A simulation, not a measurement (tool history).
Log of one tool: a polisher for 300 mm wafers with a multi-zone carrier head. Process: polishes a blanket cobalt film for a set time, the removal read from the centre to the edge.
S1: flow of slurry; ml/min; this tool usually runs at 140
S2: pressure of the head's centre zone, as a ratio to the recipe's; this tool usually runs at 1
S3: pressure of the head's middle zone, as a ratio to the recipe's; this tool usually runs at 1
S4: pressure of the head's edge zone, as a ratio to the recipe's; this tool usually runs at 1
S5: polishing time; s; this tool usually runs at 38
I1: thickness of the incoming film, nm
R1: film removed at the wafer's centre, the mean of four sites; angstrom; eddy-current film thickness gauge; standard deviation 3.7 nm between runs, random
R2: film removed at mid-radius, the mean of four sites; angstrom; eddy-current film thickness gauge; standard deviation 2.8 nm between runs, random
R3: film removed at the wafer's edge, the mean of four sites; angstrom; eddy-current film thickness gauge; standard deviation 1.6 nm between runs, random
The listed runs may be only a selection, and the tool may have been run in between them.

Run 1, day 0: usual settings but S2 0.94, S5 31 s; I1 1089.4. Result: R1 1974 angstrom, R2 2050 angstrom, R3 2104 angstrom.
Run 2, day 0.488: usual settings but S1 120 ml/min; I1 1101.1. Result: R1 2505 angstrom, R2 2444 angstrom, R3 2520 angstrom.
At day 0.683: worn pad replaced by a new one.
Run 3, day 1.025: usual settings but S2 1.06, S3 0.89, S4 1.07, S5 44 s; I1 1094.4. Result: R1 3102 angstrom, R2 2651 angstrom, R3 3080 angstrom.
Run 4, day 1.325: usual settings but S1 160 ml/min, S4 0.91; I1 1119.7. Result: R1 2711 angstrom, R2 2606 angstrom, R3 2542 angstrom.
Run 5, day 1.704: usual settings but S1 115 ml/min; I1 1107.2. Result: R1 2420 angstrom, R2 2383 angstrom, R3 2490 angstrom.
Run 6, day 2.054: usual settings; I1 1094.2. Result: R1 2565 angstrom, R2 2537 angstrom, R3 2579 angstrom.
Run 7, day 2.396: usual settings; I1 1097.7. Result: R1 2579 angstrom, R2 2559 angstrom, R3 2573 angstrom.
Run 8, day 2.938: usual settings but S3 0.95, S5 44 s; I1 1093.6. Result: R1 2994 angstrom, R2 2866 angstrom, R3 2995 angstrom.
At day 3.083: slurry nozzle cleaned.
Run 9, day 3.55: usual settings but S1 110 ml/min, S3 0.91, S4 0.9, S5 27 s; I1 1089.1. Result: R1 1690 angstrom, R2 1561 angstrom, R3 1670 angstrom.
Run 10, day 3.812: usual settings but S2 1.06, S3 0.89, S4 1.07, S5 44 s; I1 1102. Result: R1 3169 angstrom, R2 2679 angstrom, R3 3077 angstrom.
At day 3.912: edge zone pressure recalibrated.
Run 11, day 4.246: usual settings but S1 190 ml/min, S3 1.12, S5 29 s; I1 1084.1. Result: R1 2079 angstrom, R2 2218 angstrom, R3 2065 angstrom.
Run 12, day 4.858: usual settings but S3 1.1; I1 1098.3. Result: R1 2564 angstrom, R2 2705 angstrom, R3 2592 angstrom.
At day 5.35: worn pad replaced by a new one.
Run 13, day 5.371: usual settings but S2 0.88, S3 0.9, S4 0.9, S5 33 s; I1 1105.8. Result: R1 1931 angstrom, R2 2014 angstrom, R3 2151 angstrom.
Run 14, day 5.821: usual settings; I1 1114.8. Result: R1 2548 angstrom, R2 2492 angstrom, R3 2582 angstrom.
Run 15, day 6.529: usual settings but S1 170 ml/min, S2 1.06, S3 0.97, S5 45 s; I1 1092.6. Result: R1 3353 angstrom, R2 3013 angstrom, R3 3129 angstrom.
Run 16, day 7.108: usual settings; I1 1097.8. Result: R1 2582 angstrom, R2 2514 angstrom, R3 2571 angstrom.
Run 17, day 7.642: usual settings; I1 1112.3. Result: R1 2595 angstrom, R2 2533 angstrom, R3 2583 angstrom.
Run 18, day 8.354: usual settings but S1 155 ml/min, S4 0.96; I1 1099.8. Result: R1 2701 angstrom, R2 2612 angstrom, R3 2543 angstrom.
Run 19, day 8.608: usual settings but S3 1.04, S5 49 s; I1 1091.6. Result: R1 3345 angstrom, R2 3364 angstrom, R3 3320 angstrom.
Run 20, day 10.05: usual settings but S3 0.96; I1 1090.8. Result: R1 2583 angstrom, R2 2471 angstrom, R3 2572 angstrom.
Run 21, day 10.358: usual settings; I1 1108.8. Result: R1 2489 angstrom, R2 2514 angstrom, R3 2601 angstrom.
At day 10.925: worn pad replaced by a new one.
Run 22, day 10.95: usual settings; I1 1109.9. Result: R1 2571 angstrom, R2 2534 angstrom, R3 2568 angstrom.
Run 23, day 11.558: usual settings but S5 51 s; I1 1092.7. Result: R1 3360 angstrom, R2 3315 angstrom, R3 3450 angstrom.

Predict each of these 3 candidate next runs independently; none follows another, all start after run 23:
Run A, day 11.575: usual settings but S1 165 ml/min; I1 1099.1. Result: R1 ?, R2 ?, R3 ?.
Run B, day 11.575: usual settings but S4 0.9; I1 1099.1. Result: R1 ?, R2 ?, R3 ?.
Run C, day 11.575: usual settings but S1 120 ml/min, S4 1.11; I1 1099.1. Result: R1 ?, R2 ?, R3 ?.

run    R1    R2    R3
  A  2629  2631  2644
  B  2532  2545  2456
  C  2426  2450  2647
Stripped of hidden state, with their random variation kept, the same runs would have yielded:
run    R1    R2    R3
  A  2629  2631  2644
  B  2532  2545  2456
  C  2426  2450  2647
